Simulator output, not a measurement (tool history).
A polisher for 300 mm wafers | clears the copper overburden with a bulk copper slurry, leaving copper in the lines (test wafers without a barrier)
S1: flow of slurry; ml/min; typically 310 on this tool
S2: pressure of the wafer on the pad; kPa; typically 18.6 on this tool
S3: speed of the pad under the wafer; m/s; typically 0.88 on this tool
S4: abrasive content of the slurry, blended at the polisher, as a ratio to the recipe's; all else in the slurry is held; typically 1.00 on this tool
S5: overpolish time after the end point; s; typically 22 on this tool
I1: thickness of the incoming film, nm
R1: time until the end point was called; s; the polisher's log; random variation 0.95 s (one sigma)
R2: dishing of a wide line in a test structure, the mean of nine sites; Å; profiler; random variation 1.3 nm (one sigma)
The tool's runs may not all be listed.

run,hour,S1,S2,S3,S4,S5,I1,R1,R2
1,0.0,310,18.6,0.88,1.00,22,664.7,109.5,733
2,16.6,310,18.6,0.88,1.00,22,655.1,108.1,744
# hour 21.0: worn pad replaced by a new one
3,51.4,310,18.6,0.88,1.00,22,650.1,109.2,735
4,66.5,310,18.6,0.88,1.00,22,645.3,106.4,762
5,76.5,310,18.6,1.00,1.00,22,656.6,95.0,823
# hour 84.0: slurry nozzle cleaned
6,93.1,310,18.6,1.00,1.00,22,649.2,93.9,813
# hour 100.2: worn pad replaced by a new one
7,101.1,310,14.5,0.88,1.00,22,651.5,138.5,621
8,112.7,310,14.5,0.88,1.00,22,657.9,138.6,637
9,127.6,310,18.6,0.88,1.00,22,640.1,103.3,763
10,143.1,310,18.6,0.88,1.00,22,644.7,106.3,761
# hour 151.8: slurry blender recalibrated
11,159.3,360,18.6,0.88,1.00,22,660.3,108.6,766
# hour 161.6: head pressure recalibrated
# hour 177.6: worn pad replaced by a new one
12,178.1,275,16.5,0.68,1.15,22,663.1,151.7,589
13,183.9,310,18.6,0.88,1.00,22,656.3,107.2,765
14,192.1,310,24.8,0.88,0.70,30,656.2,91.0,1026
15,205.8,310,20.7,0.88,0.80,22,658.4,105.1,784
16,222.9,310,18.6,0.72,0.75,22,650.0,139.0,624
17,233.2,365,18.6,0.88,1.00,22,651.2,105.4,750
18,250.4,310,20.7,0.88,1.00,10,651.7,97.2,462
# hour 258.6: worn pad replaced by a new one
19,262.3,310,18.6,0.88,1.00,22,651.3,105.5,756
20,272.0,400,18.6,0.88,1.00,22,665.7,108.6,763

Consider 3 possible next runs. They are alternatives, not a sequence: every one starts from the tool as it was left by run 20. What does each give?
A,272.5,310,18.6,1.18,1.00,22,652.0,?,?
B,272.5,310,24.1,0.72,1.00,22,652.0,?,?
C,272.5,385,18.6,0.88,1.00,22,652.0,?,?

run,R1,R2
A,80.2,886
B,101.4,795
C,106.4,748
Had the tool no hidden state, the same runs would have come out as:
run,R1,R2
A,80.2,886
B,101.4,795
C,106.4,748
